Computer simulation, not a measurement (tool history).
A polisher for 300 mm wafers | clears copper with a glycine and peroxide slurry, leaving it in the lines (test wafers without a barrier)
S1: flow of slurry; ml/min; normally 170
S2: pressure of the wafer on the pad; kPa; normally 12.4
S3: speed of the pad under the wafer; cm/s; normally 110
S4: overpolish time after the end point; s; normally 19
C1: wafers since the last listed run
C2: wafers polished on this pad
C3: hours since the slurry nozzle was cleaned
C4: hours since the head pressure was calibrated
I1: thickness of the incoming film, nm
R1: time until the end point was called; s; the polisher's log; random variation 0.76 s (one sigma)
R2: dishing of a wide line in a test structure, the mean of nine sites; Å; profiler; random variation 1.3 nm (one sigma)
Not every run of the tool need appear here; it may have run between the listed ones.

| run | hour | S1 | S2 | S3 | S4 | C1 | C2 | C3 | C4 | I1 | R1 | R2 |
|---|---|---|---|---|---|---|---|---|---|---|---|---|
| 1 | 0 | 170 | 12.4 | 110 | 19 | 0 | 1722 | 274.2 | 356.8 | 318.6 | 76.9 | 487 |
|  | 74.2 | slurry nozzle cleaned |
|  | 89.7 | worn pad replaced by a new one |
| 2 | 97.4 | 170 | 12.4 | 110 | 19 | 644 | 53 | 23.2 | 454.2 | 313 | 73 | 531 |
| 3 | 190.4 | 170 | 12.4 | 126 | 19 | 648 | 702 | 116.2 | 547.2 | 314.3 | 67 | 556 |
| 4 | 280.8 | 170 | 12.4 | 126 | 19 | 630 | 1333 | 206.6 | 637.6 | 320.8 | 68.4 | 548 |
| 5 | 351 | 170 | 12.4 | 126 | 19 | 489 | 1823 | 276.8 | 707.8 | 313.8 | 67.7 | 556 |
| 6 | 398.2 | 170 | 11 | 110 | 19 | 329 | 2152 | 324 | 755 | 314.9 | 81.8 | 476 |
|  | 418.3 | slurry nozzle cleaned |
|  | 444.7 | worn pad replaced by a new one |
| 7 | 459.6 | 170 | 13.1 | 110 | 19 | 393 | 104 | 41.3 | 816.4 | 316.9 | 70.3 | 531 |
| 8 | 509.1 | 170 | 13.1 | 110 | 19 | 345 | 449 | 90.8 | 865.9 | 310.6 | 71.7 | 520 |
| 9 | 586.8 | 170 | 12.4 | 110 | 19 | 542 | 991 | 168.5 | 943.6 | 312.8 | 74 | 513 |
| 10 | 661.5 | 170 | 12.4 | 110 | 19 | 521 | 1512 | 243.2 | 1018.3 | 313.7 | 74.7 | 505 |
|  | 664.9 | head pressure recalibrated |
|  | 728.4 | slurry nozzle cleaned |
| 11 | 748.8 | 170 | 12.4 | 110 | 19 | 588 | 2100 | 20.4 | 83.9 | 317.7 | 70.7 | 535 |
| 12 | 797.9 | 170 | 13.1 | 110 | 19 | 342 | 2443 | 69.5 | 133 | 316 | 70.1 | 539 |
|  | 804.3 | worn pad replaced by a new one |
| 13 | 890.1 | 170 | 16.5 | 110 | 24 | 615 | 598 | 161.7 | 225.2 | 311.9 | 60.4 | 717 |
| 14 | 946.8 | 170 | 12.4 | 110 | 19 | 395 | 994 | 218.4 | 281.9 | 312.6 | 74.3 | 525 |
| 15 | 1037.5 | 170 | 12.4 | 110 | 25 | 632 | 1627 | 309.1 | 372.6 | 312.8 | 74.3 | 646 |
|  | 1096.4 | worn pad replaced by a new one, of another model than before |
|  | 1096.5 | slurry nozzle cleaned |
| 16 | 1103.8 | 170 | 12.4 | 110 | 19 | 434 | 51 | 7.3 | 438.9 | 321.5 | 74.4 | 518 |
| 17 | 1164.9 | 110 | 9 | 110 | 25 | 426 | 477 | 68.4 | 500 | 311.2 | 97.8 | 510 |
| 18 | 1269.8 | 195 | 12.4 | 110 | 19 | 731 | 1209 | 173.3 | 604.9 | 313.1 | 78 | 506 |
| 19 | 1330 | 120 | 15.2 | 136 | 14 | 419 | 1629 | 233.5 | 665.1 | 312.7 | 75.7 | 385 |
| 20 | 1421.9 | 215 | 9.7 | 142 | 19 | 641 | 2270 | 325.4 | 757 | 317.5 | 77.6 | 466 |

What will run 21 give?
|  | 1449.6 | worn pad replaced by a new one |
|  | 1472.4 | slurry nozzle cleaned |
| 21 | 1511.8 | 170 | 15.9 | 110 | 19 | 592 | 427 | 39.4 | 846.9 | 318.8 | ? | ? |

Run 21 measured R1 66.2 s, R2 593 Å.
On a tool with no hidden condition, and with the same random variation, this run would have come out at R1 64.6 s, R2 605 Å.

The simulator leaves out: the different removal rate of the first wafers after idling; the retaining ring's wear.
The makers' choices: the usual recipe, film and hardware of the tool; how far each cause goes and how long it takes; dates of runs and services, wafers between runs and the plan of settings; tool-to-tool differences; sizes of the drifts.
